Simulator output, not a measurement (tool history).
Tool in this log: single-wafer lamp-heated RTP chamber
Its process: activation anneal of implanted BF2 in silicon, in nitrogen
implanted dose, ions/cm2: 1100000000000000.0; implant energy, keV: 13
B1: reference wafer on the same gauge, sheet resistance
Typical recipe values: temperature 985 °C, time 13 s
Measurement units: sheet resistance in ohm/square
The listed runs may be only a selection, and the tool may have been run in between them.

{"run": 1, "day": 0.0, "temperature": 985, "time": 13, "B1": 343.89, "sheet resistance": 284.51}
{"day": 3.192, "done": "reflector plate cleaned"}
{"day": 4.167, "done": "pyrometer window cleaned and pyrometer calibrated"}
{"run": 2, "day": 4.467, "temperature": 999, "time": 13, "B1": 343.98, "sheet resistance": 257.57}
{"run": 3, "day": 8.721, "temperature": 999, "time": 13, "B1": 343.95, "sheet resistance": 255.88}
{"run": 4, "day": 12.933, "temperature": 985, "time": 13, "B1": 344.06, "sheet resistance": 281.51}
{"day": 16.183, "done": "pyrometer window cleaned and pyrometer calibrated"}
{"day": 17.642, "done": "gauge calibrated"}
{"run": 5, "day": 19.592, "temperature": 985, "time": 13, "B1": 343.82, "sheet resistance": 287.34}
{"run": 6, "day": 21.367, "temperature": 985, "time": 13, "B1": 343.9, "sheet resistance": 286.21}
{"run": 7, "day": 23.217, "temperature": 964, "time": 19, "B1": 343.91, "sheet resistance": 317.46}
{"day": 25.754, "done": "reflector plate cleaned"}
{"run": 8, "day": 25.775, "temperature": 964, "time": 19, "B1": 344.02, "sheet resistance": 314.76}
{"day": 27.271, "done": "pyrometer window cleaned and pyrometer calibrated"}
{"run": 9, "day": 29.121, "temperature": 957, "time": 16, "B1": 344.03, "sheet resistance": 351.38}
{"run": 10, "day": 31.75, "temperature": 999, "time": 18, "B1": 343.92, "sheet resistance": 240.98}
{"run": 11, "day": 33.996, "temperature": 985, "time": 13, "B1": 344.04, "sheet resistance": 282.91}
{"run": 12, "day": 35.875, "temperature": 985, "time": 13, "B1": 344.25, "sheet resistance": 280.29}
{"day": 38.912, "done": "pyrometer window cleaned and pyrometer calibrated"}
{"run": 13, "day": 38.933, "temperature": 971, "time": 13, "B1": 344.05, "sheet resistance": 325.83}
{"run": 14, "day": 41.012, "temperature": 975, "time": 8, "B1": 343.95, "sheet resistance": 332.33}
{"run": 15, "day": 44.442, "temperature": 999, "time": 19, "B1": 343.86, "sheet resistance": 237.76}
{"day": 49.783, "done": "pyrometer window cleaned and pyrometer calibrated"}
{"day": 50.092, "done": "reflector plate cleaned"}
{"run": 16, "day": 52.892, "temperature": 963, "time": 17, "B1": 343.97, "sheet resistance": 332.07}
{"run": 17, "day": 56.792, "temperature": 985, "time": 10, "B1": 344.05, "sheet resistance": 296.79}

Below, each run's measurement less what the same run would have read without the hidden state. Both values contain the same run-to-run variation, but the gauge's scatter may not be the same in both:
Unlogged tool condition in this case: true wafer temperature minus pyrometer reading, K; wafer temperature error from the tarnished reflector plate, K; gauge reads high (%).
run=1 sheet_resistance=-4.49
run=2 sheet_resistance=-1.02
run=3 sheet_resistance=-2.85
run=4 sheet_resistance=-8.83
run=5 sheet_resistance=-3.05
run=6 sheet_resistance=-4.59
run=7 sheet_resistance=-7.91
run=8 sheet_resistance=-12.90
run=9 sheet_resistance=-1.41
run=10 sheet_resistance=-2.66
run=11 sheet_resistance=-5.35
run=12 sheet_resistance=-8.19
run=13 sheet_resistance=-0.23
run=14 sheet_resistance=-0.66
run=15 sheet_resistance=-3.07
run=16 sheet_resistance=-2.13
run=17 sheet_resistance=-5.62
